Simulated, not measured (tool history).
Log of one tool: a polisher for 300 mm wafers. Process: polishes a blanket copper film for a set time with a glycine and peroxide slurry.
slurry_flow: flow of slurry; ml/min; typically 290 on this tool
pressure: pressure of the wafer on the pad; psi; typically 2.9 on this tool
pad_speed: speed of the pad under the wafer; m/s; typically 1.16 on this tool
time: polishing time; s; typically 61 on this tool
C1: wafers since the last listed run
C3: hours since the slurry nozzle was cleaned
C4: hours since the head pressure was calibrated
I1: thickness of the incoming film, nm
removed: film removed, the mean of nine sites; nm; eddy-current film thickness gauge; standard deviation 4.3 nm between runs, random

{"run": 1, "day": 0.0, "slurry_flow": 290, "pressure": 3.3, "pad_speed": 1.28, "time": 61, "C1": 0, "wafers polished on this pad": 621, "C3": 247.2, "C4": 806.4, "I1": 1123.1, "removed": 459.2}
{"run": 2, "day": 4.425, "slurry_flow": 290, "pressure": 3.3, "pad_speed": 1.28, "time": 61, "C1": 717, "wafers polished on this pad": 1338, "C3": 353.4, "C4": 912.6, "I1": 1128.5, "removed": 459.9}
{"day": 6.808, "done": "head pressure recalibrated"}
{"run": 3, "day": 7.508, "slurry_flow": 290, "pressure": 3.3, "pad_speed": 1.28, "time": 61, "C1": 486, "wafers polished on this pad": 1825, "C3": 427.4, "C4": 16.8, "I1": 1133.4, "removed": 456.9}
{"day": 8.421, "done": "slurry nozzle cleaned"}
{"day": 9.533, "done": "worn pad replaced by a new one"}
{"run": 4, "day": 12.0, "slurry_flow": 290, "pressure": 2.9, "pad_speed": 1.16, "time": 61, "C1": 694, "wafers polished on this pad": 399, "C3": 85.9, "C4": 124.6, "I1": 1133.6, "removed": 380.6}
{"run": 5, "day": 19.696, "slurry_flow": 290, "pressure": 2.9, "pad_speed": 1.16, "time": 61, "C1": 1247, "wafers polished on this pad": 1647, "C3": 270.6, "C4": 309.3, "I1": 1117.1, "removed": 381.2}
{"day": 23.417, "done": "worn pad replaced by a new one"}
{"run": 6, "day": 23.688, "slurry_flow": 290, "pressure": 2.9, "pad_speed": 1.16, "time": 54, "C1": 619, "wafers polished on this pad": 43, "C3": 366.4, "C4": 405.1, "I1": 1119.1, "removed": 340.8}
{"run": 7, "day": 25.342, "slurry_flow": 215, "pressure": 2.9, "pad_speed": 1.46, "time": 61, "C1": 268, "wafers polished on this pad": 311, "C3": 406.1, "C4": 444.8, "I1": 1126.4, "removed": 441.4}
{"day": 25.642, "done": "slurry nozzle cleaned"}
{"run": 8, "day": 28.575, "slurry_flow": 290, "pressure": 2.9, "pad_speed": 1.16, "time": 61, "C1": 517, "wafers polished on this pad": 829, "C3": 70.4, "C4": 522.4, "I1": 1134.7, "removed": 384.9}
{"run": 9, "day": 30.308, "slurry_flow": 290, "pressure": 2.9, "pad_speed": 1.16, "time": 61, "C1": 280, "wafers polished on this pad": 1110, "C3": 112.0, "C4": 564.0, "I1": 1117.4, "removed": 392.5}
{"run": 10, "day": 33.596, "slurry_flow": 290, "pressure": 2.9, "pad_speed": 1.16, "time": 61, "C1": 532, "wafers polished on this pad": 1643, "C3": 190.9, "C4": 642.9, "I1": 1122.0, "removed": 386.2}
{"day": 35.767, "done": "worn pad replaced by a new one"}
{"run": 11, "day": 37.758, "slurry_flow": 195, "pressure": 3.7, "pad_speed": 1.54, "time": 61, "C1": 647, "wafers polished on this pad": 323, "C3": 290.8, "C4": 742.8, "I1": 1119.9, "removed": 547.3}
{"run": 12, "day": 42.183, "slurry_flow": 290, "pressure": 2.9, "pad_speed": 1.16, "time": 61, "C1": 717, "wafers polished on this pad": 1040, "C3": 397.0, "C4": 849.0, "I1": 1109.1, "removed": 384.1}
{"day": 43.171, "done": "slurry nozzle cleaned"}
{"day": 45.929, "done": "head pressure recalibrated"}
{"run": 13, "day": 46.458, "slurry_flow": 220, "pressure": 3.2, "pad_speed": 1.16, "time": 61, "C1": 672, "wafers polished on this pad": 1713, "C3": 78.9, "C4": 12.7, "I1": 1100.3, "removed": 401.3}
{"day": 48.462, "done": "worn pad replaced by a new one"}
{"run": 14, "day": 50.883, "slurry_flow": 290, "pressure": 2.9, "pad_speed": 1.5, "time": 53, "C1": 690, "wafers polished on this pad": 392, "C3": 185.1, "C4": 118.9, "I1": 1107.6, "removed": 423.8}
{"run": 15, "day": 52.867, "slurry_flow": 290, "pressure": 2.9, "pad_speed": 1.16, "time": 50, "C1": 321, "wafers polished on this pad": 713, "C3": 232.7, "C4": 166.5, "I1": 1127.7, "removed": 317.0}
{"run": 16, "day": 56.683, "slurry_flow": 290, "pressure": 2.9, "pad_speed": 1.16, "time": 61, "C1": 618, "wafers polished on this pad": 1332, "C3": 324.3, "C4": 258.1, "I1": 1118.3, "removed": 379.8}
{"run": 17, "day": 59.533, "slurry_flow": 210, "pressure": 2.4, "pad_speed": 1.02, "time": 44, "C1": 461, "wafers polished on this pad": 1794, "C3": 392.7, "C4": 326.5, "I1": 1106.5, "removed": 213.6}
{"day": 60.483, "done": "slurry nozzle cleaned"}
{"day": 62.696, "done": "worn pad replaced by a new one"}
{"run": 18, "day": 62.717, "slurry_flow": 290, "pressure": 2.9, "pad_speed": 0.84, "time": 61, "C1": 482, "wafers polished on this pad": 3, "C3": 53.6, "C4": 402.9, "I1": 1130.6, "removed": 294.5}
{"run": 19, "day": 66.838, "slurry_flow": 200, "pressure": 3.3, "pad_speed": 1.16, "time": 61, "C1": 667, "wafers polished on this pad": 671, "C3": 152.5, "C4": 501.8, "I1": 1111.4, "removed": 398.5}

Consider 3 possible next runs. They are alternatives, not a sequence: every one starts from the tool as it was left by run 19. What does each give?
{"run": "A", "day": 66.854, "slurry_flow": 375, "pressure": 2.9, "pad_speed": 1.16, "time": 61, "C1": 2, "wafers polished on this pad": 673, "C3": 152.9, "C4": 502.2, "I1": 1136.5, "removed": "?"}
{"run": "B", "day": 66.854, "slurry_flow": 255, "pressure": 2.9, "pad_speed": 1.16, "time": 61, "C1": 2, "wafers polished on this pad": 673, "C3": 152.9, "C4": 502.2, "I1": 1136.5, "removed": "?"}
{"run": "C", "day": 66.854, "slurry_flow": 290, "pressure": 2.9, "pad_speed": 1.38, "time": 45, "C1": 2, "wafers polished on this pad": 673, "C3": 152.9, "C4": 502.2, "I1": 1136.5, "removed": "?"}

run=A removed=389.9
run=B removed=376.0
run=C removed=326.6
What these runs would have given with no unlogged condition in the tool:
run=A removed=389.9
run=B removed=376.0
run=C removed=326.6
